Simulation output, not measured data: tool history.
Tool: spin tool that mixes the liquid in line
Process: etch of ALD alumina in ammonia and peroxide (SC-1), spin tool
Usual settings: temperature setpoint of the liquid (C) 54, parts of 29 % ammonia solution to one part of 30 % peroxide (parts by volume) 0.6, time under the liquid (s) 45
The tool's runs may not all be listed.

run     day  temperature setpoint of the liquid (C)  parts of 29 % ammonia solution to one part of 30 % peroxide (parts by volume)  time under the liquid (s)  read-back film thickness of the ALD alumina reference wafer, read on the same gauge (nm)  thickness taken off the ALD alumina on a monitor wafer (nm)
  1       0                                      54                                                                            0.6                         45                                                                                    30.034                                                        3.676
  2   0.329                                      54                                                                            0.6                         45                                                                                    29.988                                                        3.709
  3   0.954                                      54                                                                            0.6                         45                                                                                    29.989                                                        3.683
  4   1.654                                      54                                                                            0.6                         45                                                                                    30.021                                                        3.642
      2.046  -- heated supply line repaired
  5   2.092                                      54                                                                            0.6                         30                                                                                    29.962                                                         2.43
  6   2.408                                      54                                                                            0.6                         30                                                                                    29.973                                                         2.44
  7   2.812                                      54                                                                            0.6                         30                                                                                    29.998                                                        2.427
  8    3.35                                      54                                                                            0.6                         45                                                                                    30.022                                                        3.661
      3.662  -- new drum of ammonia solution connected
      4.004  -- thermometer replaced
  9   4.025                                      54                                                                            0.6                         45                                                                                    29.982                                                        4.151
 10    4.55                                      54                                                                            0.6                         45                                                                                    30.029                                                        4.186
 11   5.004                                      54                                                                            0.6                         45                                                                                    29.971                                                         4.16
 12   5.404                                    56.5                                                                            0.4                         30                                                                                    30.005                                                        3.044
 13   5.654                                      50                                                                           0.35                         55                                                                                     29.99                                                        3.875
      5.946  -- ammonia flow meter replaced
 14   6.104                                      58                                                                            0.6                         45                                                                                    30.032                                                        5.078
 15   6.758                                      54                                                                            0.6                         45                                                                                    29.968                                                        4.167
      6.917  -- gauge calibrated
 16   7.371                                      54                                                                           0.35                         25                                                                                    29.977                                                        2.186
 17     7.9                                    51.5                                                                            0.6                         20                                                                                    29.973                                                         1.61
 18   8.379                                      54                                                                            0.6                         45                                                                                    29.992                                                        4.159
 19   8.908                                      59                                                                            0.8                         30                                                                                     29.98                                                        3.649
 20   9.408                                      54                                                                            0.6                         45                                                                                    29.984                                                        4.143
 21   9.712                                      62                                                                            0.8                         55                                                                                    30.031                                                        7.859
 22  10.333                                      54                                                                            0.6                         60                                                                                    29.995                                                        5.525

Run 23 comes next. What will it give?
 23  11.025                                    45.5                                                                            0.7                         20                                                                                         ?                                                            ?

{"run 23": {"read-back film thickness of the ALD alumina reference wafer, read on the same gauge (nm)": 29.996, "thickness taken off the ALD alumina on a monitor wafer (nm)": 1.159}}
Without the tool's hidden state the same run would have given thickness taken off the ALD alumina on a monitor wafer (nm) 1.181.
